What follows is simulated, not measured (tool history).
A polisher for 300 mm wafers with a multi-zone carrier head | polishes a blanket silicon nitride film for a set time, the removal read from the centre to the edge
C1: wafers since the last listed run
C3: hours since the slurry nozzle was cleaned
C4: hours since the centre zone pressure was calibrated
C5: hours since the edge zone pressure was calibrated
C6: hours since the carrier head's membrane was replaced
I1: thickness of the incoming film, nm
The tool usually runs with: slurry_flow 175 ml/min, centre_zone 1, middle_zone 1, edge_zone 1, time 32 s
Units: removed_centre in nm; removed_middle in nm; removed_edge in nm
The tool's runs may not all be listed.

run 1 hour=0 | slurry_flow=175 centre_zone=1 middle_zone=1 edge_zone=1 time=32 | C1=0 wafers_polished_on_this_pad=495 C3=471.8 C4=1063.7 C5=1477.6 C6=623.7 | I1=579.3 | removed_centre=79.2 removed_middle=81.4 removed_edge=78.5
run 2 hour=15.5 | slurry_flow=175 centre_zone=1 middle_zone=1 edge_zone=1 time=32 | C1=108 wafers_polished_on_this_pad=603 C3=487.3 C4=1079.2 C5=1493.1 C6=639.2 | I1=582 | removed_centre=76.9 removed_middle=80.5 removed_edge=78.1
run 3 hour=33.2 | slurry_flow=175 centre_zone=1 middle_zone=1 edge_zone=1 time=32 | C1=123 wafers_polished_on_this_pad=726 C3=505 C4=1096.9 C5=1510.8 C6=656.9 | I1=584.1 | removed_centre=78 removed_middle=81.3 removed_edge=76.9
run 4 hour=45.6 | slurry_flow=175 centre_zone=1 middle_zone=1 edge_zone=0.97 time=32 | C1=86 wafers_polished_on_this_pad=813 C3=517.4 C4=1109.3 C5=1523.2 C6=669.3 | I1=581.2 | removed_centre=76.6 removed_middle=79 removed_edge=76.5
run 5 hour=60.2 | slurry_flow=175 centre_zone=1 middle_zone=1 edge_zone=1 time=32 | C1=101 wafers_polished_on_this_pad=915 C3=532 C4=1123.9 C5=1537.8 C6=683.9 | I1=585.1 | removed_centre=76.9 removed_middle=77.5 removed_edge=77.4
run 6 hour=70 | slurry_flow=175 centre_zone=1 middle_zone=1 edge_zone=1 time=32 | C1=68 wafers_polished_on_this_pad=983 C3=541.8 C4=1133.7 C5=1547.6 C6=693.7 | I1=568.5 | removed_centre=75.4 removed_middle=78.5 removed_edge=74.9
-- hour=77.1 worn pad replaced by a new one
run 7 hour=77.6 | slurry_flow=205 centre_zone=1 middle_zone=1 edge_zone=1 time=32 | C1=25 wafers_polished_on_this_pad=3 C3=549.4 C4=1141.3 C5=1555.2 C6=701.3 | I1=576.1 | removed_centre=79 removed_middle=81.4 removed_edge=78.3
run 8 hour=88.8 | slurry_flow=160 centre_zone=1 middle_zone=0.92 edge_zone=1 time=32 | C1=78 wafers_polished_on_this_pad=81 C3=560.6 C4=1152.5 C5=1566.4 C6=712.5 | I1=587.7 | removed_centre=74.2 removed_middle=70.5 removed_edge=74.2
run 9 hour=96 | slurry_flow=160 centre_zone=1 middle_zone=0.92 edge_zone=1 time=32 | C1=50 wafers_polished_on_this_pad=131 C3=567.8 C4=1159.7 C5=1573.6 C6=719.7 | I1=582 | removed_centre=71.9 removed_middle=71.2 removed_edge=73.1
run 10 hour=112.7 | slurry_flow=175 centre_zone=0.97 middle_zone=1 edge_zone=1.06 time=32 | C1=116 wafers_polished_on_this_pad=248 C3=584.5 C4=1176.4 C5=1590.3 C6=736.4 | I1=587 | removed_centre=71.4 removed_middle=75.8 removed_edge=77.5
run 11 hour=125 | slurry_flow=175 centre_zone=1 middle_zone=1 edge_zone=1.05 time=32 | C1=85 wafers_polished_on_this_pad=334 C3=596.8 C4=1188.7 C5=1602.6 C6=748.7 | I1=587.8 | removed_centre=74.7 removed_middle=74.2 removed_edge=76.2
-- hour=136 slurry nozzle cleaned
run 12 hour=139.3 | slurry_flow=175 centre_zone=1 middle_zone=0.91 edge_zone=1 time=32 | C1=92 wafers_polished_on_this_pad=426 C3=3.3 C4=1203 C5=1616.9 C6=763 | I1=577.8 | removed_centre=82.9 removed_middle=79.2 removed_edge=81.1
run 13 hour=150.4 | slurry_flow=175 centre_zone=1 middle_zone=1 edge_zone=1 time=27 | C1=77 wafers_polished_on_this_pad=504 C3=14.4 C4=1214.1 C5=1628 C6=774.1 | I1=583.8 | removed_centre=70.9 removed_middle=72.4 removed_edge=68.8
run 14 hour=160.2 | slurry_flow=120 centre_zone=1 middle_zone=1 edge_zone=0.92 time=32 | C1=68 wafers_polished_on_this_pad=572 C3=24.2 C4=1223.9 C5=1637.8 C6=783.9 | I1=588.5 | removed_centre=76.2 removed_middle=76.5 removed_edge=73.8
-- hour=172.5 carrier head's membrane replaced by a new one
run 15 hour=173 | slurry_flow=135 centre_zone=1.09 middle_zone=1 edge_zone=1 time=32 | C1=54 wafers_polished_on_this_pad=626 C3=37 C4=1236.7 C5=1650.6 C6=0.5 | I1=589.4 | removed_centre=85.9 removed_middle=79.7 removed_edge=78.3
-- hour=179.8 edge zone pressure recalibrated
-- hour=183.9 centre zone pressure recalibrated
run 16 hour=184.4 | slurry_flow=175 centre_zone=1 middle_zone=1 edge_zone=1 time=32 | C1=51 wafers_polished_on_this_pad=678 C3=48.4 C4=0.5 C5=4.6 C6=11.9 | I1=572.7 | removed_centre=83.3 removed_middle=84.6 removed_edge=81.9
run 17 hour=193.1 | slurry_flow=215 centre_zone=1 middle_zone=1.11 edge_zone=0.96 time=23 | C1=60 wafers_polished_on_this_pad=738 C3=57.1 C4=9.2 C5=13.3 C6=20.6 | I1=577.6 | removed_centre=63.1 removed_middle=68.2 removed_edge=58.2
run 18 hour=201.5 | slurry_flow=135 centre_zone=1 middle_zone=1 edge_zone=1.07 time=32 | C1=58 wafers_polished_on_this_pad=797 C3=65.5 C4=17.6 C5=21.7 C6=29 | I1=588.7 | removed_centre=77 removed_middle=80.5 removed_edge=79.5
run 19 hour=208 | slurry_flow=175 centre_zone=1.11 middle_zone=1 edge_zone=0.9 time=28 | C1=45 wafers_polished_on_this_pad=842 C3=72 C4=24.1 C5=28.2 C6=35.5 | I1=581.2 | removed_centre=81.5 removed_middle=72.7 removed_edge=68.3
run 20 hour=214.3 | slurry_flow=175 centre_zone=1 middle_zone=1 edge_zone=1 time=32 | C1=43 wafers_polished_on_this_pad=886 C3=78.3 C4=30.4 C5=34.5 C6=41.8 | I1=587.1 | removed_centre=83.8 removed_middle=82.7 removed_edge=81.2
-- hour=219.9 worn pad replaced by a new one
run 21 hour=230.5 | slurry_flow=155 centre_zone=1 middle_zone=0.9 edge_zone=1 time=32 | C1=85 wafers_polished_on_this_pad=73 C3=94.5 C4=46.6 C5=50.7 C6=58 | I1=576.3 | removed_centre=80.6 removed_middle=75.1 removed_edge=80.4
run 22 hour=238.8 | slurry_flow=175 centre_zone=1.08 middle_zone=1 edge_zone=1 time=26 | C1=57 wafers_polished_on_this_pad=131 C3=102.8 C4=54.9 C5=59 C6=66.3 | I1=580.4 | removed_centre=72.9 removed_middle=67.3 removed_edge=64.8
run 23 hour=250.6 | slurry_flow=175 centre_zone=1 middle_zone=1 edge_zone=1 time=32 | C1=82 wafers_polished_on_this_pad=213 C3=114.6 C4=66.7 C5=70.8 C6=78.1 | I1=575.8 | removed_centre=83.2 removed_middle=86.8 removed_edge=81.6
run 24 hour=266.5 | slurry_flow=175 centre_zone=1 middle_zone=1 edge_zone=1 time=32 | C1=110 wafers_polished_on_this_pad=324 C3=130.5 C4=82.6 C5=86.7 C6=94 | I1=581.9 | removed_centre=82.9 removed_middle=83.8 removed_edge=80.7

Hidden state at the last listed run before each entry between runs and at the first one after, where it differs:
Logged between run 6 and run 7: worn pad replaced by a new one (hour 77.1)
  slurry flow missing at the pad, %: 30.4 -> 31.2
  what was measured, less what the result would be without the hidden state, removed_centre: -7.3 -> -6.6 nm; removed_middle: -6.7 -> -6.1 nm; removed_edge: -4.5 -> -4.2 nm
Logged between run 11 and run 12: slurry nozzle cleaned (hour 136)
  slurry flow missing at the pad, %: 36.6 -> 1.62
  what was measured, less what the result would be without the hidden state, removed_centre: -9.8 -> -0.3 nm; removed_middle: -8.6 -> -0.2 nm; removed_edge: -6.1 -> -0.2 nm
Logged between run 14 and run 15: carrier head's membrane replaced by a new one (hour 172.5)
  slurry flow missing at the pad, %: 1.67 -> 1.75
  what was measured, less what the result would be without the hidden state, removed_centre: -0.4 -> -0.4 nm; removed_middle: -0.4 -> -0.4 nm; removed_edge: -0.2 -> -0.2 nm
Logged between run 15 and run 16: edge zone pressure recalibrated (hour 179.8); centre zone pressure recalibrated (hour 183.9)
  slurry flow missing at the pad, %: 1.75 -> 1.85
  what was measured, less what the result would be without the hidden state, removed_centre: -0.4 -> -0.3 nm; removed_middle: -0.4 -> -0.3 nm; removed_edge: -0.2 -> -0.2 nm
Logged between run 20 and run 21: worn pad replaced by a new one (hour 219.9)
  slurry flow missing at the pad, %: 2.23 -> 2.51
  what was measured, less what the result would be without the hidden state, removed_centre: -0.4 -> -0.5 nm; removed_middle: -0.3 -> -0.4 nm; removed_edge: -0.3 -> -0.3 nm

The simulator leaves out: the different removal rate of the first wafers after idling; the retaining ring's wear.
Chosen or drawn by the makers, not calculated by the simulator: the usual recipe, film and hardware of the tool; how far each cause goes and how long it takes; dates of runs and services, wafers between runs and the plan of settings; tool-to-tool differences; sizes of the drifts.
